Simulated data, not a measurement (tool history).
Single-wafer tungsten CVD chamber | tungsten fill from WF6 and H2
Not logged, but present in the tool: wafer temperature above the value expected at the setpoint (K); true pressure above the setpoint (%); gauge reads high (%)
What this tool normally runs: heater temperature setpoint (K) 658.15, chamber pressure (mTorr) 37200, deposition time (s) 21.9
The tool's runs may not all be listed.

run,hour,heater temperature setpoint (K),chamber pressure (mTorr),deposition time (s),wafers since the last listed run,hours since the last thermocouple change,hours since the last manometer calibration,hours since the showerhead was replaced,hours since the gauge calibration,"read-back reference wafer on the same gauge, thickness_nm",mean film thickness on the monitor wafer (Å)
1,0,658.15,37200,21.9,0,1416.8,36.5,2846.3,327.2,53.819,529.75
2,48,658.15,37200,21.9,1265,1464.8,84.5,2894.3,375.2,53.818,528.1
3,110.9,658.15,37200,21.9,1658,1527.7,147.4,2957.2,438.1,53.809,531.26
4,173.8,658.15,37200,21.9,1658,1590.6,210.3,3020.1,501,53.822,529.19
5,224.7,658.15,37200,21.9,1341,1641.5,261.2,3071,551.9,53.792,532.96
6,290.1,658.15,37200,21.9,1724,1706.9,326.6,3136.4,617.3,53.792,531.46
7,349.9,658.15,37200,21.9,1576,1766.7,386.4,3196.2,677.1,53.804,530.53
8,377.9,658.15,37200,21.9,738,1794.7,414.4,3224.2,705.1,53.795,532.69
9,405.6,658.15,37200,21.9,730,1822.4,442.1,3251.9,732.8,53.787,533.06
10,611.4,658.15,37200,21.9,5425,2028.2,647.9,3457.7,938.6,53.799,533.69
11,637.3,658.15,37200,21.9,682,2054.1,673.8,3483.6,964.5,53.791,536.58
12,695.4,658.15,37200,21.9,1531,2112.2,731.9,3541.7,1022.6,53.79,538.32
13,740.6,658.15,37200,21.9,1191,2157.4,777.1,3586.9,1067.8,53.822,536.39
# hour 750: showerhead replaced, of another model than before
14,785.9,658.15,37200,21.9,983,2202.7,822.4,35.9,1113.1,53.797,536.62
15,819.7,658.15,37200,21.9,891,2236.5,856.2,69.7,1146.9,53.793,536.31
# hour 860.8: gauge calibrated
16,864.8,669.15,41800,23,1188,2281.6,901.3,114.8,4,53.786,766.29
17,913.8,658.15,31700,18.7,1291,2330.6,950.3,163.8,53,53.804,420.86
# hour 941: thermocouple changed; heater temperature recalibrated
18,968.1,658.15,37200,21.9,1220,27.1,1004.6,218.1,107.3,53.803,541.75
19,993.3,658.15,37200,21.9,664,52.3,1029.8,243.3,132.5,53.826,541.45
# hour 1018: capacitance manometer re-zeroed and calibrated
20,1034.9,658.15,37200,21.9,885,93.9,16.9,284.9,174.1,53.804,527.57
21,1059.1,658.15,29400,23.1,637,118.1,41.1,309.1,198.3,53.771,491.07
22,1138.3,658.15,30400,17.8,2087,197.3,120.3,388.3,277.5,53.801,385.22
23,1191.4,658.15,37200,21.9,1399,250.4,173.4,441.4,330.6,53.788,529.06
24,1244.8,646.15,34800,21.9,1407,303.8,226.8,494.8,384,53.789,385.77
25,1311.8,658.15,37200,21.9,1766,370.8,293.8,561.8,451,53.807,529.41
26,1367.9,652.15,37200,25.4,1478,426.9,349.9,617.9,507.1,53.797,536.95
27,1397.9,672.15,34300,20.3,790,456.9,379.9,647.9,537.1,53.828,637.84
28,1425.1,670.15,32100,26.2,717,484.1,407.1,675.1,564.3,53.816,762.12
29,1475.2,658.15,37200,21.9,1320,534.2,457.2,725.2,614.4,53.794,531.14
30,1517.4,654.15,37200,23.3,1112,576.4,499.4,767.4,656.6,53.803,517.28

5 ways to go on from here, each from the tool as it stands after run 30. What would each give?
A,1517.8,665.15,37200,21.9,10,576.8,499.8,767.8,657,?,?
B,1517.8,665.15,28900,23.9,10,576.8,499.8,767.8,657,?,?
C,1517.8,658.15,30200,21.9,10,576.8,499.8,767.8,657,?,?
D,1517.8,644.15,40700,21.9,10,576.8,499.8,767.8,657,?,?
E,1517.8,671.15,43200,23.4,10,576.8,499.8,767.8,657,?,?

run,"read-back reference wafer on the same gauge, thickness_nm",mean film thickness on the monitor wafer (Å)
A,53.807,621.78
B,53.807,592.13
C,53.807,475.95
D,53.807,402.07
E,53.807,816.09
Stripped of hidden state, with their random variation kept, the same runs would have yielded:
run,mean film thickness on the monitor wafer (Å)
A,618.93
B,589.36
C,473.72
D,400.24
E,812.44

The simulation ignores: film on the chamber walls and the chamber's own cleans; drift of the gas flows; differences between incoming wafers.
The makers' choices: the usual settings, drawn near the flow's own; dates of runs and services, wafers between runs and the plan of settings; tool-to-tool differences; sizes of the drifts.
